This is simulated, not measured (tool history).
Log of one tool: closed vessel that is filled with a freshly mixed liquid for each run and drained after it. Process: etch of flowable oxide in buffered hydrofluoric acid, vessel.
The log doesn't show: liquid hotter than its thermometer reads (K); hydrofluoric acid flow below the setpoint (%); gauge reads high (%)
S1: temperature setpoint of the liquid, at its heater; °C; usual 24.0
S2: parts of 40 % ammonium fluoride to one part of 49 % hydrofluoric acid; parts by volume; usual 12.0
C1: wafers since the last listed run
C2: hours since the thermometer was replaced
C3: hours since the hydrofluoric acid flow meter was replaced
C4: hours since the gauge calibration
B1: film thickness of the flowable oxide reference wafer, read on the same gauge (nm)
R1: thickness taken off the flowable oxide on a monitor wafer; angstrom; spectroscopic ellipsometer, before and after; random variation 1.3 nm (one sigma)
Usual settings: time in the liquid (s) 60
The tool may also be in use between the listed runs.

Run 1, hour 0.0: usual settings; C1 0; C2 3089.4; C3 933.6; C4 160.2; B1 149.99. Result: R1 1995.1 angstrom.
Run 2, hour 54.5: usual settings but S1 27.5 °C; C1 5045; C2 3143.9; C3 988.1; C4 214.7; B1 150.01. Result: R1 2403.5 angstrom.
Run 3, hour 72.8: usual settings but S1 27.5 °C; C1 1694; C2 3162.2; C3 1006.4; C4 233.0; B1 150.01. Result: R1 2402.2 angstrom.
Run 4, hour 105.7: usual settings but S1 27.5 °C; C1 3045; C2 3195.1; C3 1039.3; C4 265.9; B1 150.01. Result: R1 2381.8 angstrom.
At hour 119.8: gauge calibrated.
Run 5, hour 130.7: usual settings but S1 25.0 °C, S2 10.0 parts by volume; C1 2314; C2 3220.1; C3 1064.3; C4 10.9; B1 150.03. Result: R1 2517.3 angstrom.
Run 6, hour 158.8: usual settings but S1 25.0 °C, S2 10.0 parts by volume; C1 2601; C2 3248.2; C3 1092.4; C4 39.0; B1 150.00. Result: R1 2472.5 angstrom.
Run 7, hour 173.4: usual settings but S1 25.0 °C, S2 10.0 parts by volume; C1 1351; C2 3262.8; C3 1107.0; C4 53.6; B1 149.98. Result: R1 2467.9 angstrom.
At hour 190.3: hydrofluoric acid flow meter replaced.
Run 8, hour 199.0: usual settings but time in the liquid (s) 90; C1 2277; C2 3288.4; C3 8.7; C4 79.2; B1 150.03. Result: R1 2764.7 angstrom.
Run 9, hour 222.0: usual settings; C1 2129; C2 3311.4; C3 31.7; C4 102.2; B1 149.97. Result: R1 1827.4 angstrom.
At hour 225.8: thermometer replaced.
At hour 249.4: hydrofluoric acid flow meter replaced, repeated, since the last time left the tool worse.
Run 10, hour 249.9: usual settings but S1 26.0 °C, S2 8.5 parts by volume, time in the liquid (s) 35; C1 2397; C2 24.1; C3 0.5; C4 130.1; B1 150.02. Result: R1 1900.8 angstrom.
Run 11, hour 274.6: usual settings; C1 2286; C2 48.8; C3 25.2; C4 154.8; B1 149.99. Result: R1 2154.7 angstrom.
Run 12, hour 305.2: usual settings but S1 19.5 °C, time in the liquid (s) 40; C1 2832; C2 79.4; C3 55.8; C4 185.4; B1 149.97. Result: R1 1116.3 angstrom.
Run 13, hour 328.1: usual settings but S1 22.0 °C, S2 9.5 parts by volume, time in the liquid (s) 80; C1 2120; C2 102.3; C3 78.7; C4 208.3; B1 150.04. Result: R1 3170.5 angstrom.
At hour 345.7: gauge calibrated.
Run 14, hour 352.8: usual settings but S1 19.0 °C; C1 2286; C2 127.0; C3 103.4; C4 7.1; B1 149.97. Result: R1 1610.4 angstrom.

3 ways to go on from here, each from the tool as it stands after run 14. What would each give?
Run A, hour 353.5: usual settings; C1 64; C2 127.7; C3 104.1; C4 7.8; B1 ?. Result: R1 ?.
Run B, hour 353.5: usual settings but time in the liquid (s) 70; C1 64; C2 127.7; C3 104.1; C4 7.8; B1 ?. Result: R1 ?.
Run C, hour 353.5: usual settings but S1 20.5 °C; C1 64; C2 127.7; C3 104.1; C4 7.8; B1 ?. Result: R1 ?.

run      B1      R1
  A  149.96  2106.8
  B  149.96  2457.9
  C  149.96  1736.7
Without the tool's hidden state the same runs would have given:
run      R1
  A  2135.9
  B  2491.9
  C  1760.7

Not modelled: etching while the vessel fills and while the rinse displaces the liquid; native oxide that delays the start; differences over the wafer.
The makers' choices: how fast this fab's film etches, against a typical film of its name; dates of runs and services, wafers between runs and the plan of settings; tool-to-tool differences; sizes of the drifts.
